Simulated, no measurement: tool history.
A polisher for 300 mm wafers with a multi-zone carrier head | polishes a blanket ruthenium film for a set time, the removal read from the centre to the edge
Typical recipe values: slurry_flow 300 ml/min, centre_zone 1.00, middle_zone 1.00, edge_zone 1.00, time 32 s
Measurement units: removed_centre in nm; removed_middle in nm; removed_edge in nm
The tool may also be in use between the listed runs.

run,hour,slurry_flow,centre_zone,middle_zone,edge_zone,time,wafers since the last listed run,wafers polished on this pad,hours since the slurry nozzle was cleaned,hours since the centre zone pressure was calibrated,hours since the edge zone pressure was calibrated,hours since the carrier head's membrane was replaced,"incoming thickness of the incoming film, nm",removed_centre,removed_middle,removed_edge
1,0.0,300,1.00,1.00,1.00,32,0,720,70.6,31.7,799.4,1104.4,506.1,39.3,39.9,39.7
# hour 52.9: worn pad replaced by a new one
2,56.8,300,1.00,1.00,1.00,32,424,31,127.4,88.5,856.2,1161.2,520.3,39.7,39.6,39.2
3,93.6,300,1.00,1.00,1.00,38,295,326,164.2,125.3,893.0,1198.0,515.2,46.6,47.8,47.3
4,147.9,300,1.00,1.00,1.00,38,436,762,218.5,179.6,947.3,1252.3,518.4,45.8,46.7,47.3
# hour 212.2: worn pad replaced by a new one
5,214.2,300,1.00,1.00,1.00,38,500,15,284.8,245.9,1013.6,1318.6,512.1,45.6,47.3,47.6
6,271.0,300,1.09,1.00,1.00,32,456,472,341.6,302.7,1070.4,1375.4,507.5,39.7,39.1,39.5
7,307.8,300,1.09,1.00,1.00,32,295,767,378.4,339.5,1107.2,1412.2,503.5,39.5,38.9,39.8
# hour 345.9: carrier head's membrane replaced by a new one
8,373.0,300,1.00,1.00,1.00,32,483,1251,443.6,404.7,1172.4,27.1,500.5,37.2,39.2,38.9
# hour 383.9: worn pad replaced by a new one
# hour 391.0: edge zone pressure recalibrated
9,397.7,300,1.00,1.00,1.00,32,150,94,468.3,429.4,6.7,51.8,514.9,37.1,39.0,39.2
10,457.6,300,1.00,1.00,1.00,27,481,576,528.2,489.3,66.6,111.7,508.5,30.6,33.0,32.8
# hour 469.2: centre zone pressure recalibrated
11,511.1,300,1.09,1.00,1.00,32,413,989,581.7,41.9,120.1,165.2,509.3,39.8,37.5,38.4
# hour 542.5: slurry nozzle cleaned
# hour 551.5: worn pad replaced by a new one
12,570.1,300,1.00,1.00,1.00,32,433,149,27.6,100.9,179.1,224.2,510.6,38.4,39.8,39.8
13,633.2,300,1.00,1.00,0.91,24,506,656,90.7,164.0,242.2,287.3,512.8,29.5,29.5,28.5
14,665.3,405,1.00,1.00,1.11,23,257,913,122.8,196.1,274.3,319.4,512.4,28.2,29.1,31.2
# hour 697.8: worn pad replaced by a new one
15,706.8,340,1.00,0.92,0.88,32,301,72,164.3,237.6,315.8,360.9,509.4,38.8,37.4,37.3
16,763.0,300,1.03,0.96,1.00,23,451,523,220.5,293.8,372.0,417.1,505.0,27.8,27.5,28.7

Below are 4 alternative next runs, each starting from the tool's condition after run 16. Predict each:
A,763.4,300,1.00,1.00,1.00,32,3,526,220.9,294.2,372.4,417.5,511.1,?,?,?
B,763.4,300,1.10,1.07,1.00,32,3,526,220.9,294.2,372.4,417.5,511.1,?,?,?
C,763.4,335,0.96,1.00,1.00,36,3,526,220.9,294.2,372.4,417.5,511.1,?,?,?
D,763.4,375,0.95,0.92,1.00,28,3,526,220.9,294.2,372.4,417.5,511.1,?,?,?

run,removed_centre,removed_middle,removed_edge
A,38.1,39.9,40.1
B,40.2,42.2,40.0
C,42.5,45.4,45.5
D,33.3,33.3,35.8
With the hidden condition removed and each run's random variation left untouched, the same runs would have given:
run,removed_centre,removed_middle,removed_edge
A,40.1,40.5,40.6
B,42.3,42.9,40.5
C,44.7,46.1,46.0
D,34.9,33.7,36.1

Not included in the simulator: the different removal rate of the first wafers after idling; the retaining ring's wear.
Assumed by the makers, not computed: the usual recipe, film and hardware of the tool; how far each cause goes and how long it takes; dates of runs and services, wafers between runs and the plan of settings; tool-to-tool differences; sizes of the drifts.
